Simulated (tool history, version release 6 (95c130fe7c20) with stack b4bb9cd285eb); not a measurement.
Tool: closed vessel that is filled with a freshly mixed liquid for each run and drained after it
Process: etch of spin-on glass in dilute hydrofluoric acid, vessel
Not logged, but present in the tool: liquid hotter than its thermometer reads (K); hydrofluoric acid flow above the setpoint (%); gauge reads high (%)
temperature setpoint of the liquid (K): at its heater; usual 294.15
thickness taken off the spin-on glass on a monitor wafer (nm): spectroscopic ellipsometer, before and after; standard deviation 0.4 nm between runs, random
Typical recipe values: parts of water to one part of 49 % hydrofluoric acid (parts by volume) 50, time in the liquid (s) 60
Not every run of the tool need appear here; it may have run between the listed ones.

run	hour	temperature setpoint of the liquid (K)	parts of water to one part of 49 % hydrofluoric acid (parts by volume)	time in the liquid (s)	wafers since the last listed run	hours since the thermometer was replaced	hours since the hydrofluoric acid flow meter was replaced	hours since the gauge calibration	read-back film thickness of the spin-on glass reference wafer, read on the same gauge (nm)	thickness taken off the spin-on glass on a monitor wafer (nm)
1	0	294.15	60	60	0	2296	1963.5	591.5	60.01	50.17
# hour 8.9: thermometer replaced
2	11.7	296.65	70	60	1210	2.8	1975.2	603.2	60.01	46.76
3	28.1	296.65	70	60	1855	19.2	1991.6	619.6	60	46.52
# hour 37.7: gauge calibrated
4	41.8	296.65	70	60	1549	32.9	2005.3	4.1	59.99	46.62
5	52.7	294.15	50	60	1233	43.8	2016.2	15	59.99	59.83
6	69.7	292.15	50	60	1923	60.8	2033.2	32	60.01	55.74
7	78.9	292.15	50	60	1040	70	2042.4	41.2	59.97	55.88
8	91.5	292.15	50	60	1425	82.6	2055	53.8	60.02	55.72
9	97.9	294.15	50	60	724	89	2061.4	60.2	60.02	60.7
10	112.3	294.15	50	60	1629	103.4	2075.8	74.6	60.01	60.7
11	121.1	294.15	50	55	995	112.2	2084.6	83.4	60	56.16
12	138.3	294.15	35	60	1945	129.4	2101.8	100.6	59.97	88.25
13	152.4	292.15	70	95	1595	143.5	2115.9	114.7	60.01	61.63
14	166.9	291.15	50	60	1640	158	2130.4	129.2	59.98	52.81
15	183.3	294.15	50	30	1855	174.4	2146.8	145.6	59.99	30.3
16	198.7	292.15	50	45	1742	189.8	2162.2	161	60.01	41.58
17	209.1	294.15	50	60	1176	200.2	2172.6	171.4	60	59.89
18	258.1	296.15	50	80	5543	249.2	2221.6	220.4	60.01	88.09
19	271.3	294.15	50	60	1493	262.4	2234.8	233.6	60.02	60.19
# hour 280.8: hydrofluoric acid flow meter replaced
20	288.3	292.65	50	80	1810	279.4	7.5	250.6	60.01	75.44
21	294.7	295.65	50	60	724	285.8	13.9	257	59.99	65.29
22	306.2	294.15	60	60	1301	297.3	25.4	268.5	60	49.77
23	320.6	296.15	30	60	1629	311.7	39.8	282.9	59.97	111.66
24	327.5	297.15	65	70	780	318.6	46.7	289.8	59.98	60.14
25	338.5	291.65	35	90	1244	329.6	57.7	300.8	59.98	117.72
26	354.2	298.15	50	60	1776	345.3	73.4	316.5	60.02	71.59
27	366.1	294.15	50	60	1346	357.2	85.3	328.4	60.02	61.11
28	373.9	294.15	50	60	882	365	93.1	336.2	59.99	60.41
29	384.3	290.15	75	30	1176	375.4	103.5	346.6	59.96	16.54
30	402.2	294.15	60	75	2025	393.3	121.4	364.5	60	62.18
31	411.1	296.65	60	60	1006	402.2	130.3	373.4	60	54.88
32	427	290.15	35	90	1798	418.1	146.2	389.3	60	110.14
33	433.1	294.15	50	60	690	424.2	152.3	395.4	60	60.63
34	448.5	294.15	50	75	1742	439.6	167.7	410.8	60.01	75.41
35	455.9	294.15	70	60	837	447	175.1	418.2	60.01	42.25

How the hidden state differs across the entries between the runs, from the last listed run before each to the first after it:
Between runs 1 and 2: thermometer replaced (hour 8.9)
  both runs share identical hidden conditions
Between runs 3 and 4: gauge calibrated (hour 37.7)
  both runs share identical hidden conditions
Between runs 19 and 20: hydrofluoric acid flow meter replaced (hour 280.8)
  both runs share identical hidden conditions
